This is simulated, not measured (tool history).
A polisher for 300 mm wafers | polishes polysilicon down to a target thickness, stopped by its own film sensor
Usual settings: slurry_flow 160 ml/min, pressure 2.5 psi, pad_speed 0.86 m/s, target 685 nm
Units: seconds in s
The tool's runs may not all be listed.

run	hour	slurry_flow	pressure	pad_speed	target	wafers since the last listed run	wafers polished on this pad	hours since the slurry nozzle was cleaned	hours since the head pressure was calibrated	incoming thickness of the incoming film, nm	seconds
1	0	160	2.5	0.86	685	0	467	284.3	553.6	1134.5	63.2
2	11.5	160	2.5	0.86	685	106	573	295.8	565.1	1131.6	64
3	20.9	160	2.5	0.86	685	86	659	305.2	574.5	1125.3	65.6
4	35	160	2.5	0.86	685	130	789	319.3	588.6	1112.6	65.2
5	45.7	160	2.5	0.86	685	98	888	330	599.3	1122.6	68.2
6	62.9	160	2.5	0.86	685	158	1047	347.2	616.5	1129.7	71.5
7	71.8	160	2.5	0.86	685	82	1129	356.1	625.4	1141.9	75.3
# hour 78.8: slurry nozzle cleaned
# hour 79: worn pad replaced by a new one
8	88.8	200	2.5	1.02	685	146	90	10	642.4	1116.9	46.5
9	97.4	160	2.5	0.86	685	79	170	18.6	651	1143.2	59.8
# hour 105: head pressure recalibrated
10	113.8	160	2.5	0.86	685	132	302	35	8.8	1138.7	59.7
11	126	130	3	1.04	745	112	415	47.2	21	1141.9	38.7
12	137.1	160	3.2	0.96	753	102	517	58.3	32.1	1122.7	34.1
13	160.1	190	2.5	0.86	770	212	729	81.3	55.1	1138.3	50
14	174.3	160	2.3	1.08	541	130	860	95.5	69.3	1112.8	70.1
15	182.5	160	2.8	0.86	685	75	936	103.7	77.5	1145.4	58.2

Forecast each of these 3 alternatives for the next run:
A	182.9	160	2.5	0.86	685	3	940	104.1	77.9	1130.1	?
B	182.9	160	2.5	0.64	685	3	940	104.1	77.9	1130.1	?
C	182.9	110	2.8	0.86	685	3	940	104.1	77.9	1130.1	?

run	seconds
A	63
B	84.6
C	61.4
Without the tool's hidden state the same runs would have given:
run	seconds
A	57.9
B	77.9
C	56.3
